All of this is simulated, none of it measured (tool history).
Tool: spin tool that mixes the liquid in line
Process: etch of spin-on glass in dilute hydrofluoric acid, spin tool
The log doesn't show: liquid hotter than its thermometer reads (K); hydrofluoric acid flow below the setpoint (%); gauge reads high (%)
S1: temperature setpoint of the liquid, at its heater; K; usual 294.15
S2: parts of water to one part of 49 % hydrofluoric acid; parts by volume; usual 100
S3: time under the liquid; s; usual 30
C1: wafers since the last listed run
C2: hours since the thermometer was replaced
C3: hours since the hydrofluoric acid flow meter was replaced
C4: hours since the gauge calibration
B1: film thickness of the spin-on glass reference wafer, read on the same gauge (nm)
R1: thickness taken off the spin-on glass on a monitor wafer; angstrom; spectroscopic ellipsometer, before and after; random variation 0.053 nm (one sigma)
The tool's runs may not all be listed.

run,day,S1,S2,S3,C1,C2,C3,C4,B1,R1
1,0,294.15,100,45,0,1897.4,1542.7,611.2,79.98,162.4
2,0.471,297.15,100,30,118,1908.7,1554,622.5,80,123.4
3,1.221,297.15,100,30,188,1926.7,1572,640.5,80,123.8
4,1.654,297.15,100,30,108,1937.1,1582.4,650.9,80,123.6
5,2.171,294.15,100,30,129,1949.5,1594.8,663.3,79.99,108.8
6,2.525,294.15,100,30,88,1958,1603.3,671.8,80,109.4
7,3.046,294.15,100,30,130,1970.5,1615.8,684.3,80.03,109.8
8,3.762,294.15,100,30,179,1987.7,1633,701.5,80.01,110.3
9,4.067,294.15,100,30,76,1995,1640.3,708.8,80,110.2
10,4.762,298.15,135,30,174,2011.7,1657,725.5,79.98,91.7
# day 5.112: gauge calibrated
11,5.192,294.15,100,30,107,2022,1667.3,1.9,80,110.9
12,5.771,291.15,60,20,145,2035.9,1681.2,15.8,80.01,113.3
13,6.388,290.65,115,25,154,2050.7,1696,30.6,79.99,69.1
14,6.675,291.15,85,15,72,2057.6,1702.9,37.5,80.03,58.6
15,8.008,297.65,55,40,334,2089.6,1734.9,69.5,79.99,326.6
# day 8.275: hydrofluoric acid flow meter replaced
16,8.471,292.15,100,15,105,2100.7,4.7,80.6,80,51.1
17,8.883,291.15,115,45,103,2110.6,14.6,90.5,79.99,126.4
18,9.246,296.15,50,25,91,2119.3,23.3,99.2,80,213.2
# day 9.396: thermometer replaced
19,9.858,297.65,115,15,143,11.1,38,113.9,79.99,48.3
20,10.262,294.15,80,15,101,20.8,47.7,123.6,80,63.6
21,10.567,298.65,50,40,76,28.1,55,130.9,79.99,337.7
22,11.083,297.65,125,45,129,40.5,67.4,143.3,79.99,133.5
23,12.512,294.15,100,30,358,74.8,101.7,177.6,80,99.6
24,13.242,294.15,125,35,183,92.3,119.2,195.1,79.99,90.9
25,13.546,294.15,100,30,76,99.6,126.5,202.4,80,99.1
26,14.083,290.15,145,50,134,112.5,139.4,215.3,80,92.8
27,14.721,294.15,100,30,160,127.8,154.7,230.6,80.01,98.7
28,15.388,292.15,145,30,167,143.8,170.7,246.6,80.01,60.4
29,15.796,290.15,100,30,102,153.6,180.5,256.4,80.02,84.5
30,16.325,298.65,100,15,132,166.3,193.2,269.1,80,59.7
31,16.733,294.15,100,30,102,176.1,203,278.9,79.97,99.8
32,17.258,297.65,100,30,131,188.7,215.6,291.5,80,115.8
33,17.571,292.65,100,50,78,196.2,223.1,299,80.02,155.8

Forecast each of these 5 alternatives for the next run:
A,17.588,294.15,100,40,4,196.6,223.5,299.4,?,?
B,17.588,290.65,120,25,4,196.6,223.5,299.4,?,?
C,17.588,294.15,125,40,4,196.6,223.5,299.4,?,?
D,17.588,294.15,70,25,4,196.6,223.5,299.4,?,?
E,17.588,294.15,65,15,4,196.6,223.5,299.4,?,?

run,B1,R1
A,80,133.9
B,80,59.1
C,80,104.2
D,80,123.9
E,80,80.5
Without the tool's hidden state the same runs would have given:
run,R1
A,132.4
B,58.4
C,103
D,122.4
E,79.6
